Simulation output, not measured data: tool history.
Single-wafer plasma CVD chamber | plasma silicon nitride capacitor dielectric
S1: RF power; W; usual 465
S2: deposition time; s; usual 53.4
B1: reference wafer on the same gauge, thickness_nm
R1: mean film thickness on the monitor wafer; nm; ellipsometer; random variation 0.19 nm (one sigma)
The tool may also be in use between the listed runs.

run,hour,S1,S2,B1,R1
1,0.0,465,53.4,76.384,82.270
2,47.4,465,53.4,76.413,82.228
3,84.1,465,53.4,76.386,82.241
4,125.1,465,53.4,76.389,81.986
5,159.6,465,53.4,76.412,82.077
6,189.4,420,53.4,76.396,79.471
7,215.8,465,53.4,76.392,82.180
8,260.9,465,53.4,76.382,81.828
9,300.1,465,53.4,76.393,81.987
10,354.0,465,46.7,76.384,71.390
11,381.0,465,46.7,76.391,71.402
12,471.4,465,46.7,76.389,71.566
13,505.1,490,53.4,76.418,83.006
14,546.4,465,46.2,76.422,70.624
# hour 582.5: RF generator calibrated
15,583.0,465,46.2,76.415,71.826
16,632.4,465,53.4,76.393,82.823
17,725.1,465,53.4,76.400,82.720
18,795.0,465,53.4,76.392,82.673
19,857.6,505,44.3,76.405,70.165
# hour 892.6: gauge calibrated
20,931.8,385,53.4,76.402,77.980
21,1003.6,465,53.4,76.392,82.830
22,1051.5,380,48.2,76.432,70.295
23,1101.0,465,53.4,76.395,82.691
24,1136.9,500,57.7,76.395,90.996
25,1180.5,520,62.3,76.385,99.542
26,1210.9,380,48.9,76.433,71.393
# hour 1249.7: showerhead replaced
27,1273.7,465,53.4,76.416,82.284
28,1309.1,555,62.2,76.399,100.976
29,1367.3,435,63.4,76.425,95.930
30,1421.1,410,61.6,76.392,91.542
31,1449.7,465,53.4,76.380,82.381
32,1496.6,465,56.3,76.417,86.840
33,1562.4,465,53.4,76.392,82.226
34,1596.2,550,61.0,76.405,98.481
35,1633.7,465,53.4,76.363,81.935
# hour 1689.8: RF generator calibrated
36,1690.3,395,63.7,76.416,94.566

Measured less the same run without the tool's hidden state. The same run-to-run variation is in both; the gauge's scatter may not be:
The hidden state here: delivered RF power above the setpoint (%); gauge reads high (%).
run,R1
1,-0.525
2,-0.574
3,-0.614
4,-0.660
5,-0.703
6,-0.717
7,-0.776
8,-0.833
9,-0.891
10,-0.847
11,-0.884
12,-1.016
13,-1.239
14,-1.118
15,-0.001
16,-0.002
17,-0.015
18,-0.033
19,-0.046
20,-0.081
21,-0.126
22,-0.132
23,-0.190
24,-0.239
25,-0.304
26,-0.241
27,-0.337
28,-0.457
29,-0.507
30,-0.553
31,-0.532
32,-0.625
33,-0.680
34,-0.874
35,-0.783
36,-0.018
